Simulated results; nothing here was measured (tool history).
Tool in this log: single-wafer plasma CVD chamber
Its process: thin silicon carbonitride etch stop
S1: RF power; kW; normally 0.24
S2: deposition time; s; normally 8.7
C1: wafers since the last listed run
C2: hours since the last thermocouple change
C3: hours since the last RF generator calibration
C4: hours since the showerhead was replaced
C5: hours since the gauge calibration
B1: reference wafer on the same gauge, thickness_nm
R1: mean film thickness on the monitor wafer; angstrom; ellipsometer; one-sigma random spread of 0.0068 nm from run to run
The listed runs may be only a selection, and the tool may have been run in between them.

run	hour	S1	S2	C1	C2	C3	C4	C5	B1	R1
1	0	0.205	8.7	0	1529.8	2167.3	2759.6	310.6	5.351	43.05
2	23.9	0.205	8.7	501	1553.7	2191.2	2783.5	334.5	5.352	43.06
# hour 34.1: gauge calibrated
3	36.4	0.24	7.57	262	1566.2	2203.7	2796	2.3	5.352	38.93
4	70	0.24	7.57	704	1599.8	2237.3	2829.6	35.9	5.352	39
5	98.8	0.24	7.57	603	1628.6	2266.1	2858.4	64.7	5.347	39
6	132.8	0.24	8.7	712	1662.6	2300.1	2892.4	98.7	5.35	44.82
# hour 170.1: RF generator calibrated
7	170.6	0.24	8.7	624	1700.4	0.5	2930.2	136.5	5.35	44.25
8	184.1	0.24	8.7	283	1713.9	14	2943.7	150	5.349	44.3
9	213.1	0.24	8.7	608	1742.9	43	2972.7	179	5.353	44.46
10	245.2	0.24	8.7	673	1775	75.1	3004.8	211.1	5.35	44.32
# hour 258: RF generator calibrated, repeated, since the last time left the tool worse
11	277.3	0.2	8.08	505	1807.1	19.3	3036.9	243.2	5.353	40.35
# hour 291.5: thermocouple changed; heater temperature recalibrated
12	303.9	0.225	7.99	390	12.4	45.9	3063.5	269.8	5.349	41.12
# hour 329.8: showerhead replaced
13	379	0.21	10.14	1407	87.5	121	49.2	344.9	5.351	51.28
# hour 392: gauge calibrated
14	397.3	0.24	8.7	383	105.8	139.3	67.5	5.3	5.349	45.59
15	419.8	0.24	8.7	471	128.3	161.8	90	27.8	5.347	45.6
16	449.4	0.24	8.7	620	157.9	191.4	119.6	57.4	5.349	45.49
17	480.4	0.215	8.19	650	188.9	222.4	150.6	88.4	5.35	41.64
18	493.3	0.225	8.23	270	201.8	235.3	163.5	101.3	5.352	42.27
19	522.8	0.195	7.36	618	231.3	264.8	193	130.8	5.347	36.49
20	556.5	0.205	8.7	706	265	298.5	226.7	164.5	5.352	43.51

Selected run-to-run steps in R1, each split into two signed amounts: the part the tool would show with no hidden state at all (from settings, incoming material and random variation), and the remainder, which goes to the hidden state together with any gauge scatter not common to the measured and the hidden-state-free results:
Hidden state at play: wafer temperature above the value expected at the setpoint (K); delivered RF power above the setpoint (%); gauge reads high (%).
Run 6 -> 7: RF generator calibrated. R1 -0.57 angstrom: hidden state -0.4, all else -0.17.
Run 10 -> 11: S1 0.24 -> 0.2, S2 8.7 -> 8.08, RF generator calibrated, repeated, since the last time left the tool worse. R1 -3.97 angstrom: hidden state +1.2, all else -5.17.
Run 12 -> 13: S1 0.225 -> 0.21, S2 7.99 -> 10.14, showerhead replaced. R1 +10.16 angstrom: hidden state -0.04, all else +10.2.
Run 19 -> 20: S1 0.195 -> 0.205, S2 7.36 -> 8.7. R1 +7.02 angstrom: hidden state -0.04, all else +7.06.

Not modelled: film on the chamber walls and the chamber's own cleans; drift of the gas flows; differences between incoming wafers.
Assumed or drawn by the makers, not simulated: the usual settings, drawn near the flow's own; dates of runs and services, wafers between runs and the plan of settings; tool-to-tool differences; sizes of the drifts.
